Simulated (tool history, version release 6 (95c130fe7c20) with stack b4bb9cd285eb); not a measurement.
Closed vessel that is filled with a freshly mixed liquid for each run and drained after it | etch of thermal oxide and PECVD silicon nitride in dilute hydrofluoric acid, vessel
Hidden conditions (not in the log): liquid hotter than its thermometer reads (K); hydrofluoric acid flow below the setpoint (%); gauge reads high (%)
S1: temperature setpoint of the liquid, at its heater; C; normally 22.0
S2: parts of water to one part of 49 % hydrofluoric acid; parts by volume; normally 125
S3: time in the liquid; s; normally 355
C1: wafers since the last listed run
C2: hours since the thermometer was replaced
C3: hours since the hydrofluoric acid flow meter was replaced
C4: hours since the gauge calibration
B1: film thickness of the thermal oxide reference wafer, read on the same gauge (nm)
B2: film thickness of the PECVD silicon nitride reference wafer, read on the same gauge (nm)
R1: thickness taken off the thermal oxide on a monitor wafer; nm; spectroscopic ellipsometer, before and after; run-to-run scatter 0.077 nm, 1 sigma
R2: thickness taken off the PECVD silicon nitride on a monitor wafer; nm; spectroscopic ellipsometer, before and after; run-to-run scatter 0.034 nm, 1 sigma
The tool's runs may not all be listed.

run,hour,S1,S2,S3,C1,C2,C3,C4,B1,B2,R1,R2
1,0.0,22.0,125,355,0,1978.7,327.7,900.1,139.99,90.05,11.90,8.35
2,42.2,18.5,125,355,4612,2020.9,369.9,942.3,140.01,89.97,10.39,6.65
# hour 61.5: hydrofluoric acid flow meter replaced
3,90.8,18.5,125,355,5203,2069.5,29.3,990.9,139.98,90.07,10.73,6.77
4,151.1,22.0,125,355,6591,2129.8,89.6,1051.2,140.05,89.95,12.30,8.59
5,201.1,24.5,105,470,5465,2179.8,139.6,1101.2,140.02,90.03,21.62,15.73
# hour 203.9: gauge calibrated
6,230.6,22.0,125,230,3224,2209.3,169.1,26.7,139.98,89.96,7.84,5.47
7,286.3,22.0,155,355,6088,2265.0,224.8,82.4,140.04,90.02,9.37,6.88
8,354.1,25.0,125,535,7411,2332.8,292.6,150.2,140.02,90.02,20.37,15.49
# hour 378.0: thermometer replaced
9,399.5,20.0,125,170,4853,21.5,338.0,195.6,139.99,90.04,5.28,3.53
10,451.1,20.5,125,485,5640,73.1,389.6,247.2,140.00,90.02,15.39,10.32
11,480.9,18.0,125,160,3257,102.9,419.4,277.0,140.01,90.01,4.53,2.86
# hour 500.6: hydrofluoric acid flow meter replaced
12,532.0,25.0,65,565,5476,154.0,31.4,328.1,140.02,89.97,45.61,31.59
13,567.3,23.5,85,255,3858,189.3,66.7,363.4,140.06,90.05,14.35,9.88
14,598.3,27.0,75,515,3388,220.3,97.7,394.4,139.95,89.95,37.54,28.42
15,654.7,22.0,125,420,6164,276.7,154.1,450.8,139.99,89.97,14.19,10.06
16,725.9,22.0,125,205,7782,347.9,225.3,522.0,139.97,90.03,6.90,4.90
17,795.3,23.5,155,285,7585,417.3,294.7,591.4,140.02,89.95,7.91,6.02
# hour 887.0: hydrofluoric acid flow meter replaced
18,957.1,25.0,165,470,17576,579.1,70.1,753.2,139.98,89.93,13.17,10.49
19,1005.7,22.0,125,355,5312,627.7,118.7,801.8,140.01,90.02,12.09,8.55
20,1030.0,22.0,125,480,2656,652.0,143.0,826.1,140.02,89.98,16.38,11.49
21,1056.4,18.0,100,535,2885,678.4,169.4,852.5,140.03,90.05,19.96,12.17
22,1116.3,20.0,85,265,6547,738.3,229.3,912.4,140.00,90.00,12.91,8.07
23,1185.7,22.0,125,355,7585,807.7,298.7,981.8,139.98,90.02,11.93,8.44
24,1256.4,22.0,125,355,7728,878.4,369.4,1052.5,139.98,90.01,11.90,8.40

For some of the steps in R1 from one run to the next: how much would appear even if the tool had no hidden state, given the settings, what came in and random variation, and how much remains for the hidden state plus any gauge scatter that the measured result and the result without hidden state don't share?
Run 8 -> 9: S1 25.0 -> 20.0, S3 535 -> 170, thermometer replaced. R1 -15.09 nm: hidden state +0.37, all else -15.46.
Run 9 -> 10: S1 20.0 -> 20.5, S3 170 -> 485. R1 +10.11 nm: hidden state -0.37, all else +10.48.
Run 11 -> 12: S1 18.0 -> 25.0, S2 125 -> 65, S3 160 -> 565, hydrofluoric acid flow meter replaced. R1 +41.08 nm: hidden state -0.12, all else +41.20.
Run 12 -> 13: S1 25.0 -> 23.5, S2 65 -> 85, S3 565 -> 255. R1 -31.26 nm: hidden state +0.15, all else -31.41.
